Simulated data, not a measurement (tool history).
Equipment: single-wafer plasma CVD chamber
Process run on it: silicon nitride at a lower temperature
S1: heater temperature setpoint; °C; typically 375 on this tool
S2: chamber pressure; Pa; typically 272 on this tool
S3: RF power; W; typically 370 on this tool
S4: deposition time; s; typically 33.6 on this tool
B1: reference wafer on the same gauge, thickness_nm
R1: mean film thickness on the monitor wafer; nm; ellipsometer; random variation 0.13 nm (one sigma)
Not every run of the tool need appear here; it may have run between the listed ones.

{"run": 1, "hour": 0.0, "S1": 375, "S2": 272, "S3": 355, "S4": 33.6, "B1": 51.092, "R1": 46.726}
{"run": 2, "hour": 103.2, "S1": 375, "S2": 272, "S3": 370, "S4": 33.6, "B1": 51.111, "R1": 47.31}
{"run": 3, "hour": 144.0, "S1": 375, "S2": 272, "S3": 370, "S4": 33.6, "B1": 51.117, "R1": 47.153}
{"run": 4, "hour": 194.8, "S1": 375, "S2": 272, "S3": 370, "S4": 33.6, "B1": 51.127, "R1": 47.222}
{"run": 5, "hour": 276.5, "S1": 375, "S2": 272, "S3": 370, "S4": 33.6, "B1": 51.105, "R1": 47.046}
{"run": 6, "hour": 377.9, "S1": 375, "S2": 272, "S3": 370, "S4": 33.6, "B1": 51.104, "R1": 46.718}
{"run": 7, "hour": 432.0, "S1": 379, "S2": 272, "S3": 370, "S4": 33.6, "B1": 51.135, "R1": 46.659}
{"run": 8, "hour": 499.8, "S1": 375, "S2": 272, "S3": 315, "S4": 37.5, "B1": 51.078, "R1": 48.97}
{"run": 9, "hour": 537.2, "S1": 375, "S2": 272, "S3": 400, "S4": 37.7, "B1": 51.12, "R1": 54.088}
{"hour": 564.7, "done": "gauge calibrated"}
{"hour": 631.3, "done": "showerhead replaced"}
{"run": 10, "hour": 637.9, "S1": 375, "S2": 272, "S3": 350, "S4": 38, "B1": 51.102, "R1": 51.403}
{"run": 11, "hour": 709.3, "S1": 375, "S2": 272, "S3": 370, "S4": 33.6, "B1": 51.089, "R1": 46.357}
{"hour": 722.2, "done": "capacitance manometer re-zeroed and calibrated"}
{"hour": 728.3, "done": "thermocouple changed; heater temperature recalibrated"}
{"run": 12, "hour": 752.0, "S1": 383, "S2": 272, "S3": 370, "S4": 37, "B1": 51.128, "R1": 51.281}
{"hour": 819.7, "done": "RF generator calibrated"}
{"run": 13, "hour": 841.3, "S1": 375, "S2": 291, "S3": 370, "S4": 33.6, "B1": 51.125, "R1": 48.67}
{"run": 14, "hour": 943.3, "S1": 375, "S2": 332, "S3": 370, "S4": 33.6, "B1": 51.078, "R1": 49.972}
{"run": 15, "hour": 1035.4, "S1": 379, "S2": 272, "S3": 370, "S4": 28.3, "B1": 51.124, "R1": 39.817}

Here are 4 independent what-if runs from the current tool condition. What would each one return?
{"run": "A", "hour": 1035.8, "S1": 375, "S2": 272, "S3": 370, "S4": 39.8, "B1": "?", "R1": "?"}
{"run": "B", "hour": 1035.8, "S1": 375, "S2": 249, "S3": 370, "S4": 40.3, "B1": "?", "R1": "?"}
{"run": "C", "hour": 1035.8, "S1": 362, "S2": 237, "S3": 310, "S4": 36.1, "B1": "?", "R1": "?"}
{"run": "D", "hour": 1035.8, "S1": 375, "S2": 272, "S3": 315, "S4": 39.6, "B1": "?", "R1": "?"}

run=A B1=51.108 R1=55.83
run=B B1=51.108 R1=55.064
run=C B1=51.108 R1=45.551
run=D B1=51.108 R1=52.156
What these runs would have given with no unlogged condition in the tool:
run=A R1=56.457
run=B R1=55.7
run=C R1=46.081
run=D R1=52.742

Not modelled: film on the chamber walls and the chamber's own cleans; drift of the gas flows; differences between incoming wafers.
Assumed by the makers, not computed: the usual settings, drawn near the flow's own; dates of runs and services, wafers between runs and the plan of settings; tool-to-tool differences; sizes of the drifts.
